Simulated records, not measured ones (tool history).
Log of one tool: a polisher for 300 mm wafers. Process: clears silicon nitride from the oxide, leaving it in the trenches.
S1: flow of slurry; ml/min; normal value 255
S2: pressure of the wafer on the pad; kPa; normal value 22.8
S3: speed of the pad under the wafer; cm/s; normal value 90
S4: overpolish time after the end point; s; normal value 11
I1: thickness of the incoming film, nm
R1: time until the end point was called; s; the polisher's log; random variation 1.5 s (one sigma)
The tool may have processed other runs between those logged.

run,hour,S1,S2,S3,S4,I1,R1
1,0,255,22.8,90,11,147.6,132.7
2,37.2,255,22.8,90,11,149.7,133.3
3,79.7,255,22.8,90,11,152.3,135.3
# hour 131.1: worn pad replaced by a new one
4,131.6,255,22.8,90,11,149.9,138.9
5,157.4,255,22.8,90,11,149.7,135.8
6,203.8,255,26.2,90,11,148.9,120.9
# hour 306.8: worn pad replaced by a new one
7,359.3,255,22.8,78,11,150.5,166.3
# hour 381.9: head pressure recalibrated
8,409.3,255,22.8,90,11,150.4,127.4
9,442.8,255,22.8,90,11,150.5,126.3
10,487.9,170,26.9,90,11,152.8,117.4
# hour 492.3: worn pad replaced by a new one
# hour 534: slurry nozzle cleaned
11,544.5,195,27.6,90,14,150,110.2
12,615.8,255,18.6,102,17,150.2,131.7
# hour 682.3: worn pad replaced by a new one
13,685.8,290,15.9,90,16,151,173.9
14,722,225,31,90,11,150.1,101.3
15,786.1,255,20.7,110,11,152.3,118
16,817.4,255,19.3,90,11,151.7,147.4
# hour 869: worn pad replaced by a new one
17,869.5,255,20.7,110,11,150.7,117.1

Consider 4 possible next runs. They are alternatives, not a sequence: every one starts from the tool as it was left by run 17. What does each give?
A,870,255,22.8,90,11,149.8,?
B,870,300,20.7,114,9,149.8,?
C,870,255,26.2,90,17,149.8,?
D,870,255,22.8,76,15,149.8,?

run,R1
A,129.9
B,109.6
C,115.1
D,153.9
Without the tool's unlogged condition, the same runs would have read:
run,R1
A,127.2
B,107.2
C,112.7
D,150.6
